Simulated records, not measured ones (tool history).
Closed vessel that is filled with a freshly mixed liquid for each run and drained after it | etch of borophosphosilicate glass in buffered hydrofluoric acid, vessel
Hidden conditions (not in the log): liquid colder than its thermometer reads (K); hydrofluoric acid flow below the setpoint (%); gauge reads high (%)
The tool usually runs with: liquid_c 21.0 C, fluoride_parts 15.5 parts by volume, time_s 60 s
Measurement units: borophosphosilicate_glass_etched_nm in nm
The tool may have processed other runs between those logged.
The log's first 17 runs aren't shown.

run   hour  liquid_c  fluoride_parts  time_s  wafers since the last listed run  hours since the thermometer was replaced  hours since the hydrofluoric acid flow meter was replaced  hours since the gauge calibration  read-back film thickness of the borophosphosilicate glass reference wafer, read on the same gauge (nm)  borophosphosilicate_glass_etched_nm
     475.4  -- hydrofluoric acid flow meter replaced
 18  524.5      21.0            15.5      60                              9058                                     492.6                                                       49.1                              256.5                                                                                                  149.99                                82.92
 19  540.0      21.0            15.5      30                              1522                                     508.1                                                       64.6                              272.0                                                                                                  150.01                                41.61
 20  575.1      25.0            15.5      60                              3448                                     543.2                                                       99.7                              307.1                                                                                                  150.00                               103.03
 21  594.9      21.0            12.0      80                              1945                                     563.0                                                      119.5                              326.9                                                                                                  150.01                               142.61
 22  618.7      17.0            15.5      30                              2338                                     586.8                                                      143.3                              350.7                                                                                                  149.97                                33.03
 23  635.1      22.5            11.5      60                              1611                                     603.2                                                      159.7                              367.1                                                                                                  149.96                               120.78
 24  669.0      18.0            17.5      50                              3330                                     637.1                                                      193.6                              401.0                                                                                                  149.98                                51.41
 25  699.5      21.0            15.5      60                              2996                                     667.6                                                      224.1                              431.5                                                                                                  150.00                                83.39
 26  729.2      21.0            15.5      60                              2917                                     697.3                                                      253.8                              461.2                                                                                                  149.97                                81.79
 27  753.6      17.0            19.5      60                              2397                                     721.7                                                      278.2                              485.6                                                                                                  149.99                                52.30
 28  785.8      21.0            11.0      60                              3163                                     753.9                                                      310.4                              517.8                                                                                                  150.03                               115.62
 29  806.7      21.0            10.5      60                              2053                                     774.8                                                      331.3                              538.7                                                                                                  150.03                               120.94
 30  833.0      23.0            15.5      35                              2583                                     801.1                                                      357.6                              565.0                                                                                                  149.98                                53.55
 31  856.7      19.0            15.5      30                              2328                                     824.8                                                      381.3                              588.7                                                                                                  150.01                                36.48
 32  881.0      21.0            15.5      80                              2387                                     849.1                                                      405.6                              613.0                                                                                                  149.99                               109.16

Alternative continuations, all from the tool just after run 32; predict every row:
  A  881.7      21.0            15.5      60                                68                                     849.8                                                      406.3                              613.7                                                                                                       ?                                    ?
  B  881.7      17.5            15.5      85                                68                                     849.8                                                      406.3                              613.7                                                                                                       ?                                    ?
  C  881.7      21.0            11.5      30                                68                                     849.8                                                      406.3                              613.7                                                                                                       ?                                    ?

run  read-back film thickness of the borophosphosilicate glass reference wafer, read on the same gauge (nm)  borophosphosilicate_glass_etched_nm
  A                                                                                                  150.02                                82.54
  B                                                                                                  150.02                                96.15
  C                                                                                                  150.02                                55.40
Stripped of hidden state, with their random variation kept, the same runs would have yielded:
run  borophosphosilicate_glass_etched_nm
  A                                85.31
  B                                99.46
  C                                57.26

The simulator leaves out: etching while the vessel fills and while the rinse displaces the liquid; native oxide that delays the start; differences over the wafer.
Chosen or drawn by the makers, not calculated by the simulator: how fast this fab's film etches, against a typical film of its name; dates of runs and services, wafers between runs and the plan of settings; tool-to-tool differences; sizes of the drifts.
